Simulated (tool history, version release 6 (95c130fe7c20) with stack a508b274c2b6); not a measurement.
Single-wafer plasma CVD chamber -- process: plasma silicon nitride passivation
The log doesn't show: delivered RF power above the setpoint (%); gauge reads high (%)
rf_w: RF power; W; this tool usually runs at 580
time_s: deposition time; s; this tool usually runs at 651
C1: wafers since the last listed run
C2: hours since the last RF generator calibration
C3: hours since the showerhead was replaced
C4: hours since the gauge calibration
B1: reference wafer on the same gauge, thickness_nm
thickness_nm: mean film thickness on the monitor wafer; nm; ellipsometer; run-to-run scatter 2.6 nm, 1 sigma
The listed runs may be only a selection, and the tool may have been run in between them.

{"run": 1, "hour": 0.0, "rf_w": 580, "time_s": 651, "C1": 0, "C2": 681, "C3": 5434.9, "C4": 164.1, "B1": 919.574, "thickness_nm": 1015.841}
{"run": 2, "hour": 39.2, "rf_w": 580, "time_s": 651, "C1": 96, "C2": 720.2, "C3": 5474.1, "C4": 203.3, "B1": 920.101, "thickness_nm": 1013.809}
{"run": 3, "hour": 112.8, "rf_w": 580, "time_s": 651, "C1": 181, "C2": 793.8, "C3": 5547.7, "C4": 276.9, "B1": 920.691, "thickness_nm": 1018.617}
{"run": 4, "hour": 152.3, "rf_w": 580, "time_s": 651, "C1": 97, "C2": 833.3, "C3": 5587.2, "C4": 316.4, "B1": 919.745, "thickness_nm": 1011.034}
{"run": 5, "hour": 202.9, "rf_w": 580, "time_s": 651, "C1": 124, "C2": 883.9, "C3": 5637.8, "C4": 367, "B1": 919.738, "thickness_nm": 1012.843}
{"run": 6, "hour": 262.8, "rf_w": 580, "time_s": 651, "C1": 147, "C2": 943.8, "C3": 5697.7, "C4": 426.9, "B1": 920.291, "thickness_nm": 1014.258}
{"run": 7, "hour": 340.0, "rf_w": 580, "time_s": 733, "C1": 189, "C2": 1021, "C3": 5774.9, "C4": 504.1, "B1": 919.345, "thickness_nm": 1132.694}
{"run": 8, "hour": 414.7, "rf_w": 580, "time_s": 733, "C1": 183, "C2": 1095.7, "C3": 5849.6, "C4": 578.8, "B1": 920.028, "thickness_nm": 1141.323}
{"run": 9, "hour": 451.4, "rf_w": 580, "time_s": 733, "C1": 90, "C2": 1132.4, "C3": 5886.3, "C4": 615.5, "B1": 918.975, "thickness_nm": 1139.076}
{"run": 10, "hour": 534.1, "rf_w": 580, "time_s": 651, "C1": 203, "C2": 1215.1, "C3": 5969, "C4": 698.2, "B1": 920.381, "thickness_nm": 1007.905}
{"run": 11, "hour": 577.2, "rf_w": 580, "time_s": 651, "C1": 106, "C2": 1258.2, "C3": 6012.1, "C4": 741.3, "B1": 919.419, "thickness_nm": 1003.742}
{"run": 12, "hour": 646.0, "rf_w": 550, "time_s": 651, "C1": 169, "C2": 1327, "C3": 6080.9, "C4": 810.1, "B1": 920.735, "thickness_nm": 994.723}
{"run": 13, "hour": 696.1, "rf_w": 580, "time_s": 651, "C1": 123, "C2": 1377.1, "C3": 6131, "C4": 860.2, "B1": 919.831, "thickness_nm": 1010.029}
{"hour": 758.2, "done": "RF generator calibrated"}
{"run": 14, "hour": 758.7, "rf_w": 580, "time_s": 651, "C1": 134, "C2": 0.5, "C3": 6193.6, "C4": 922.8, "B1": 920.164, "thickness_nm": 1037.422}
{"hour": 858.2, "done": "showerhead replaced"}
{"run": 15, "hour": 885.4, "rf_w": 580, "time_s": 689, "C1": 291, "C2": 127.2, "C3": 27.2, "C4": 1049.5, "B1": 920.233, "thickness_nm": 1098.361}
{"run": 16, "hour": 988.9, "rf_w": 625, "time_s": 651, "C1": 254, "C2": 230.7, "C3": 130.7, "C4": 1153, "B1": 919.711, "thickness_nm": 1051.146}
{"run": 17, "hour": 1056.2, "rf_w": 580, "time_s": 590, "C1": 165, "C2": 298, "C3": 198, "C4": 1220.3, "B1": 920.134, "thickness_nm": 937.892}
{"hour": 1129.8, "done": "gauge calibrated"}
{"run": 18, "hour": 1144.6, "rf_w": 580, "time_s": 549, "C1": 217, "C2": 386.4, "C3": 286.4, "C4": 14.8, "B1": 920.095, "thickness_nm": 864.711}
{"run": 19, "hour": 1187.5, "rf_w": 580, "time_s": 651, "C1": 105, "C2": 429.3, "C3": 329.3, "C4": 57.7, "B1": 920.343, "thickness_nm": 1022.312}
{"run": 20, "hour": 1288.4, "rf_w": 580, "time_s": 651, "C1": 248, "C2": 530.2, "C3": 430.2, "C4": 158.6, "B1": 920.079, "thickness_nm": 1024.086}
{"run": 21, "hour": 1346.1, "rf_w": 495, "time_s": 651, "C1": 141, "C2": 587.9, "C3": 487.9, "C4": 216.3, "B1": 919.315, "thickness_nm": 985.15}
{"run": 22, "hour": 1430.8, "rf_w": 530, "time_s": 700, "C1": 208, "C2": 672.6, "C3": 572.6, "C4": 301, "B1": 919.627, "thickness_nm": 1073.347}
{"run": 23, "hour": 1523.1, "rf_w": 690, "time_s": 605, "C1": 227, "C2": 764.9, "C3": 664.9, "C4": 393.3, "B1": 920.29, "thickness_nm": 987.33}
{"run": 24, "hour": 1569.3, "rf_w": 665, "time_s": 651, "C1": 113, "C2": 811.1, "C3": 711.1, "C4": 439.5, "B1": 921.15, "thickness_nm": 1059.065}
{"run": 25, "hour": 1652.1, "rf_w": 665, "time_s": 548, "C1": 203, "C2": 893.9, "C3": 793.9, "C4": 522.3, "B1": 920.22, "thickness_nm": 891.589}
{"run": 26, "hour": 1728.3, "rf_w": 505, "time_s": 651, "C1": 187, "C2": 970.1, "C3": 870.1, "C4": 598.5, "B1": 919.823, "thickness_nm": 984.011}
{"run": 27, "hour": 1827.4, "rf_w": 580, "time_s": 651, "C1": 243, "C2": 1069.2, "C3": 969.2, "C4": 697.6, "B1": 920.079, "thickness_nm": 1024.774}

Branching from run 27: 4 alternative next runs. What would each branch give?
{"run": "A", "hour": 1828.0, "rf_w": 580, "time_s": 651, "C1": 1, "C2": 1069.8, "C3": 969.8, "C4": 698.2, "B1": "?", "thickness_nm": "?"}
{"run": "B", "hour": 1828.0, "rf_w": 650, "time_s": 526, "C1": 1, "C2": 1069.8, "C3": 969.8, "C4": 698.2, "B1": "?", "thickness_nm": "?"}
{"run": "C", "hour": 1828.0, "rf_w": 645, "time_s": 769, "C1": 1, "C2": 1069.8, "C3": 969.8, "C4": 698.2, "B1": "?", "thickness_nm": "?"}
{"run": "D", "hour": 1828.0, "rf_w": 635, "time_s": 713, "C1": 1, "C2": 1069.8, "C3": 969.8, "C4": 698.2, "B1": "?", "thickness_nm": "?"}

run=A B1=919.355 thickness_nm=1020.008
run=B B1=919.355 thickness_nm=848.94
run=C B1=919.355 thickness_nm=1238.624
run=D B1=919.355 thickness_nm=1143.743
Had the tool no hidden state, the same runs would have come out as:
run=A thickness_nm=1040.489
run=B thickness_nm=865.986
run=C thickness_nm=1263.494
run=D thickness_nm=1166.707

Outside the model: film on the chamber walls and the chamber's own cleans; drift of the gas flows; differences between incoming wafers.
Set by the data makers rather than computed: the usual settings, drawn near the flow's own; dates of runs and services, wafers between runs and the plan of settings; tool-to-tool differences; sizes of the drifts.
